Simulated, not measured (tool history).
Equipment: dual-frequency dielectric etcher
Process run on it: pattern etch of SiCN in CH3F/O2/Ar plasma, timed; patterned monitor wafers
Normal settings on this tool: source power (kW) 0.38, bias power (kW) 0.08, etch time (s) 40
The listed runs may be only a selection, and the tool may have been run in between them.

run,day,source power (kW),bias power (kW),etch time (s),"read-back reference wafer on the same gauge, depth_nm",mean etch depth across the wafer (Å)
1,0,0.38,0.08,37.5,12.8,135.6
2,2.146,0.38,0.08,37.5,12.8,136.7
3,4.292,0.38,0.08,40,12.81,145.9
4,5.979,0.38,0.08,40,12.8,147.3
5,7.55,0.38,0.08,40,12.8,147.2
6,11.992,0.38,0.08,40,12.8,147.9
7,20.921,0.38,0.08,40,12.81,144
8,23.217,0.38,0.08,40,12.81,144.4
9,31.533,0.38,0.08,29,12.8,105.9
10,34.279,0.33,0.061,51,12.79,155.3
11,37.333,0.38,0.08,31.5,12.81,115.5
12,39.092,0.38,0.08,40,12.82,147.3
13,41.2,0.45,0.07,33.5,12.78,118.2
14,43.071,0.38,0.08,40,12.8,141.1
15,51.779,0.38,0.08,40,12.81,146.6
16,54.504,0.38,0.067,40,12.79,135
17,58.062,0.38,0.08,40,12.78,147.1
18,61.867,0.38,0.08,51,12.82,188.3
19,65.117,0.38,0.08,40,12.8,148.7
20,67.092,0.38,0.08,43.5,12.81,155.4
21,68.608,0.38,0.08,40,12.81,143.5
22,70.671,0.3,0.067,50,12.81,150.3
23,74.088,0.38,0.074,40,12.79,137.7
24,76.071,0.38,0.08,40,12.79,144.5
25,78.029,0.38,0.08,52,12.81,188.1
26,80.329,0.45,0.08,40,12.78,153.1
27,81.946,0.29,0.08,28.5,12.79,93.6
28,85.55,0.46,0.09,40,12.79,165.8
29,89.25,0.38,0.08,40,12.81,146.8

Removed from this log: 7 entries logged between the listed runs. Between which two listed runs does each belong, and how does the tool's hidden state at the listed run before it compare with that at the listed run after it?
After run 6, before run 7: wet clean of the chamber (day 18.104)
  etch rate over this chamber's usual, %: 3.29 -> 0.661; bias power that arrives over what is set, %: -2.18 -> -2.74
  measured value less the no-hidden-state value, mean etch depth across the wafer (Å): +3.1 -> -1
After run 8, before run 9: gauge calibrated (day 28.075)
  etch rate over this chamber's usual, %: 1.07 -> 2.55; bias power that arrives over what is set, %: -2.88 -> -3.4
  measured value less the no-hidden-state value, mean etch depth across the wafer (Å): -0.6 -> +0.9
After run 12, before run 13: wet clean of the chamber (day 41.179)
  etch rate over this chamber's usual, %: 3.9 -> -0.742; bias power that arrives over what is set, %: -3.87 -> -4
  measured value less the no-hidden-state value, mean etch depth across the wafer (Å): +2.8 -> -3.2
After run 14, before run 15: bias power generator calibrated (day 47.717); upper electrode replaced (day 49.758)
  etch rate over this chamber's usual, %: -0.408 -> 1.14; bias power that arrives over what is set, %: -4.11 -> -0.756
  measured value less the no-hidden-state value, mean etch depth across the wafer (Å): -3.6 -> +1.1
After run 16, before run 17: source power generator calibrated (day 56.225)
  etch rate over this chamber's usual, %: 1.63 -> 2.26; bias power that arrives over what is set, %: -0.925 -> -1.15
  measured value less the no-hidden-state value, mean etch depth across the wafer (Å): +1.6 -> +2.4
After run 19, before run 20: wet clean of the chamber (day 66.454)
  etch rate over this chamber's usual, %: 3.52 -> -0.974; bias power that arrives over what is set, %: -1.58 -> -1.71
  measured value less the no-hidden-state value, mean etch depth across the wafer (Å): +3.9 -> -2.8
